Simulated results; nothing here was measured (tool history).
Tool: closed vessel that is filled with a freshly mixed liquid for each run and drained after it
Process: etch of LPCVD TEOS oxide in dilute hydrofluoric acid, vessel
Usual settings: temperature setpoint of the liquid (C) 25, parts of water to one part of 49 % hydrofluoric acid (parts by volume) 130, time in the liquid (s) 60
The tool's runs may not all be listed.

| run | hour | temperature setpoint of the liquid (C) | parts of water to one part of 49 % hydrofluoric acid (parts by volume) | time in the liquid (s) | wafers since the last listed run | hours since the thermometer was replaced | hours since the hydrofluoric acid flow meter was replaced | hours since the gauge calibration | read-back film thickness of the LPCVD TEOS oxide reference wafer, read on the same gauge (nm) | thickness taken off the LPCVD TEOS oxide on a monitor wafer (angstrom) |
|---|---|---|---|---|---|---|---|---|---|---|
| 1 | 0 | 25 | 130 | 60 | 0 | 570.9 | 1127.8 | 1299.1 | 80.01 | 264.7 |
| 2 | 53.4 | 25 | 130 | 60 | 5559 | 624.3 | 1181.2 | 1352.5 | 80 | 264.5 |
| 3 | 121.6 | 25 | 130 | 75 | 7099 | 692.5 | 1249.4 | 1420.7 | 79.99 | 335 |
| 4 | 182.4 | 25 | 130 | 75 | 6329 | 753.3 | 1310.2 | 1481.5 | 80.01 | 334.6 |
| 5 | 255.8 | 25 | 130 | 75 | 7641 | 826.7 | 1383.6 | 1554.9 | 79.99 | 334.5 |
| 6 | 361.5 | 25 | 130 | 60 | 11003 | 932.4 | 1489.3 | 1660.6 | 80 | 267.9 |
|  | 437.5 | hydrofluoric acid flow meter replaced |
| 7 | 461.4 | 25 | 165 | 80 | 10295 | 1032.3 | 23.9 | 1760.5 | 80.01 | 265.7 |
| 8 | 541.8 | 25 | 130 | 60 | 8370 | 1112.7 | 104.3 | 1840.9 | 80 | 262 |
| 9 | 598.8 | 25 | 130 | 60 | 5933 | 1169.7 | 161.3 | 1897.9 | 80.01 | 261.7 |
| 10 | 638.1 | 21.5 | 130 | 60 | 4091 | 1209 | 200.6 | 1937.2 | 80.02 | 229.7 |
| 11 | 726.4 | 25 | 130 | 60 | 9192 | 1297.3 | 288.9 | 2025.5 | 79.99 | 262.9 |
|  | 758.8 | gauge calibrated |
| 12 | 833.1 | 25 | 130 | 60 | 11107 | 1404 | 395.6 | 74.3 | 80 | 264.9 |
| 13 | 933.6 | 25 | 130 | 60 | 10462 | 1504.5 | 496.1 | 174.8 | 80.01 | 265.2 |
| 14 | 1033.3 | 25 | 130 | 60 | 10379 | 1604.2 | 595.8 | 274.5 | 80 | 265.2 |
| 15 | 1127.4 | 25 | 130 | 60 | 9796 | 1698.3 | 689.9 | 368.6 | 80 | 268.5 |
|  | 1139.5 | thermometer replaced |
| 16 | 1207.6 | 25 | 130 | 30 | 8245 | 68.1 | 770.1 | 448.8 | 79.99 | 130.2 |
| 17 | 1246.9 | 27.5 | 80 | 40 | 4091 | 107.4 | 809.4 | 488.1 | 79.99 | 334 |
| 18 | 1287.1 | 25 | 145 | 60 | 4185 | 147.6 | 849.6 | 528.3 | 80 | 230 |
| 19 | 1329.3 | 29.5 | 150 | 80 | 4393 | 189.8 | 891.8 | 570.5 | 80.01 | 349.3 |
| 20 | 1379.2 | 25 | 130 | 60 | 5194 | 239.7 | 941.7 | 620.4 | 79.99 | 261.3 |
| 21 | 1464.3 | 27 | 95 | 90 | 8859 | 324.8 | 1026.8 | 705.5 | 80.02 | 608.3 |
| 22 | 1533.2 | 25 | 130 | 60 | 7172 | 393.7 | 1095.7 | 774.4 | 80 | 265.4 |
| 23 | 1588 | 23.5 | 85 | 80 | 5704 | 448.5 | 1150.5 | 829.2 | 79.99 | 534.8 |
| 24 | 1647.7 | 20.5 | 130 | 60 | 6215 | 508.2 | 1210.2 | 888.9 | 80.01 | 222 |
| 25 | 1741.6 | 25 | 110 | 60 | 9775 | 602.1 | 1304.1 | 982.8 | 79.99 | 321.2 |
| 26 | 1834.4 | 25 | 70 | 60 | 9660 | 694.9 | 1396.9 | 1075.6 | 80 | 536.9 |
| 27 | 1941.9 | 25 | 130 | 60 | 11191 | 802.4 | 1504.4 | 1183.1 | 80 | 266.8 |
| 28 | 1987.7 | 25 | 130 | 35 | 4767 | 848.2 | 1550.2 | 1228.9 | 80 | 157.1 |
| 29 | 2070.2 | 21 | 90 | 75 | 8588 | 930.7 | 1632.7 | 1311.4 | 80.02 | 431.8 |
| 30 | 2141.9 | 23 | 75 | 80 | 7464 | 1002.4 | 1704.4 | 1383.1 | 79.98 | 611.3 |
| 31 | 2179.7 | 25 | 130 | 60 | 3935 | 1040.2 | 1742.2 | 1420.9 | 80.01 | 271 |
| 32 | 2234.9 | 22 | 185 | 90 | 5746 | 1095.4 | 1797.4 | 1476.1 | 80.01 | 240.1 |

The same runs without the tool's hidden state, with the same run-to-run variation:
The hidden state here: liquid hotter than its thermometer reads (K); hydrofluoric acid flow above the setpoint (%); gauge reads high (%).
| run | thickness taken off the LPCVD TEOS oxide on a monitor wafer (angstrom) |
|---|---|
| 1 | 254.3 |
| 2 | 253.7 |
| 3 | 320.5 |
| 4 | 319.4 |
| 5 | 318.4 |
| 6 | 254 |
| 7 | 259.7 |
| 8 | 255.2 |
| 9 | 254.4 |
| 10 | 222.8 |
| 11 | 254.4 |
| 12 | 255.4 |
| 13 | 254.7 |
| 14 | 253.8 |
| 15 | 256 |
| 16 | 127.4 |
| 17 | 326.7 |
| 18 | 224.3 |
| 19 | 340.1 |
| 20 | 254 |
| 21 | 590 |
| 22 | 256.7 |
| 23 | 516.5 |
| 24 | 213.8 |
| 25 | 308.5 |
| 26 | 514.3 |
| 27 | 254.3 |
| 28 | 149.4 |
| 29 | 409.9 |
| 30 | 579.1 |
| 31 | 256.1 |
| 32 | 226.1 |
